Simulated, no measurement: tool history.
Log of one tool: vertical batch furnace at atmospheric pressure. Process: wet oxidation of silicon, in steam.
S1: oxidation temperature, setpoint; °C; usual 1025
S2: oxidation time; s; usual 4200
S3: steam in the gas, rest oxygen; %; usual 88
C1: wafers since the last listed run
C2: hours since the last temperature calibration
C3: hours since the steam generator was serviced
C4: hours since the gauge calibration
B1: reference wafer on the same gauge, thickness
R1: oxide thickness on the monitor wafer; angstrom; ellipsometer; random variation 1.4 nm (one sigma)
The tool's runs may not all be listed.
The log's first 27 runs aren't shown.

run	day	S1	S2	S3	C1	C2	C3	C4	B1	R1
28	34.696	1025	5610	79	379	599.2	400.8	107.8	679.96	6660.6
29	35.558	1025	4200	91	284	619.9	421.5	128.5	679.86	6121.5
30	36.15	1007	4200	88	195	634.1	435.7	142.7	679.83	5478.5
31	36.788	1041	4950	95	210	649.4	451	158	679.94	7365.9
32	37.617	1025	4200	88	273	669.3	470.9	177.9	680.27	5994.8
33	38.867	1010	6180	95	412	699.3	500.9	207.9	680.12	7303.7
34	40.008	1025	4200	88	376	726.7	528.3	235.3	680.13	5989.6
35	41.488	1040	2910	93	488	762.2	563.8	270.8	679.87	5371.1
36	43.479	1025	2100	88	657	810	611.6	318.6	679.86	3995.8
37	47.75	1004	5100	81	1409	912.5	714.1	421.1	679.3	5792.6
38	48.492	1025	6030	85	244	930.3	731.9	438.9	680.11	7261.9

4 ways to go on from here, each from the tool as it stands after run 38. What would each give?
A	48.696	1025	2820	88	67	935.2	736.8	443.8	?	?
B	48.696	1025	2220	88	67	935.2	736.8	443.8	?	?
C	48.696	1036	4200	88	67	935.2	736.8	443.8	?	?
D	48.696	1035	2790	95	67	935.2	736.8	443.8	?	?

run	B1	R1
A	680.37	4753.7
B	680.37	4116.8
C	680.37	6306.1
D	680.37	5184.7
Without the tool's hidden state the same runs would have given:
run	R1
A	4651
B	4022.9
C	6188.5
D	5080.7
